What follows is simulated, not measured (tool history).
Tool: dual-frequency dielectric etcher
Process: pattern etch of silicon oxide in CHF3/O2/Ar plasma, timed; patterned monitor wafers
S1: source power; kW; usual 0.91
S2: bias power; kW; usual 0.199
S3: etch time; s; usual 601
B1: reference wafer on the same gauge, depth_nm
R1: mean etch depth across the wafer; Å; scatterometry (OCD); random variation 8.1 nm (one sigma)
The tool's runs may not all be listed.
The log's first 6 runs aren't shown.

run 7 hour=126.7 | S1=0.91 S2=0.166 S3=601 | B1=1591.9 | R1=13350
run 8 hour=148.9 | S1=0.91 S2=0.199 S3=601 | B1=1594.2 | R1=13908
run 9 hour=184.7 | S1=0.77 S2=0.154 S3=750 | B1=1592.7 | R1=15406
run 10 hour=209.6 | S1=1.14 S2=0.199 S3=601 | B1=1588.9 | R1=15123
run 11 hour=244.7 | S1=0.91 S2=0.164 S3=601 | B1=1585.8 | R1=13136
run 12 hour=263.9 | S1=0.91 S2=0.245 S3=716 | B1=1593.6 | R1=17350
run 13 hour=297.8 | S1=0.91 S2=0.183 S3=487 | B1=1592.4 | R1=10863
-- hour=317.6 source power generator calibrated
run 14 hour=322.6 | S1=0.91 S2=0.199 S3=601 | B1=1589.9 | R1=13572
run 15 hour=355 | S1=0.8 S2=0.233 S3=745.5 | B1=1587.7 | R1=16744
run 16 hour=379.2 | S1=0.99 S2=0.157 S3=601 | B1=1588.4 | R1=13072
run 17 hour=397.8 | S1=0.91 S2=0.199 S3=736.5 | B1=1589.9 | R1=16577
run 18 hour=414.2 | S1=0.76 S2=0.176 S3=555 | B1=1588.9 | R1=11363
run 19 hour=438.6 | S1=1.06 S2=0.199 S3=601 | B1=1594.1 | R1=14408
run 20 hour=452.4 | S1=0.91 S2=0.199 S3=500.5 | B1=1584.3 | R1=11123
-- hour=482.5 upper electrode replaced
-- hour=486.2 wet clean of the chamber
run 21 hour=545.3 | S1=0.91 S2=0.199 S3=601 | B1=1589.5 | R1=14052
run 22 hour=564 | S1=0.91 S2=0.199 S3=766.5 | B1=1591.4 | R1=18082
run 23 hour=598.3 | S1=0.72 S2=0.199 S3=601 | B1=1590.6 | R1=12969
run 24 hour=620.9 | S1=0.69 S2=0.237 S3=601 | B1=1587.7 | R1=13326
run 25 hour=633.3 | S1=0.76 S2=0.214 S3=509 | B1=1589 | R1=11455
run 26 hour=662.6 | S1=0.91 S2=0.175 S3=496.5 | B1=1585.7 | R1=11193
run 27 hour=683.3 | S1=1.05 S2=0.226 S3=477 | B1=1588.5 | R1=12003
run 28 hour=705.8 | S1=0.91 S2=0.183 S3=601 | B1=1596.3 | R1=13559
run 29 hour=725.9 | S1=0.69 S2=0.199 S3=680 | B1=1590.7 | R1=14202
run 30 hour=739.1 | S1=0.91 S2=0.246 S3=653.5 | B1=1589.3 | R1=16007

Forecast each of these 4 alternatives for the next run:
run A hour=739.7 | S1=0.91 S2=0.199 S3=601 | B1=? | R1=?
run B hour=739.7 | S1=0.91 S2=0.199 S3=706 | B1=? | R1=?
run C hour=739.7 | S1=0.79 S2=0.199 S3=601 | B1=? | R1=?
run D hour=739.7 | S1=0.91 S2=0.185 S3=433 | B1=? | R1=?

run=A B1=1588.9 R1=13763
run=B B1=1588.9 R1=16167
run=C B1=1588.9 R1=13119
run=D B1=1588.9 R1=9736
Without the tool's hidden state the same runs would have given:
run=A R1=14088
run=B R1=16550
run=C R1=13429
run=D R1=9966

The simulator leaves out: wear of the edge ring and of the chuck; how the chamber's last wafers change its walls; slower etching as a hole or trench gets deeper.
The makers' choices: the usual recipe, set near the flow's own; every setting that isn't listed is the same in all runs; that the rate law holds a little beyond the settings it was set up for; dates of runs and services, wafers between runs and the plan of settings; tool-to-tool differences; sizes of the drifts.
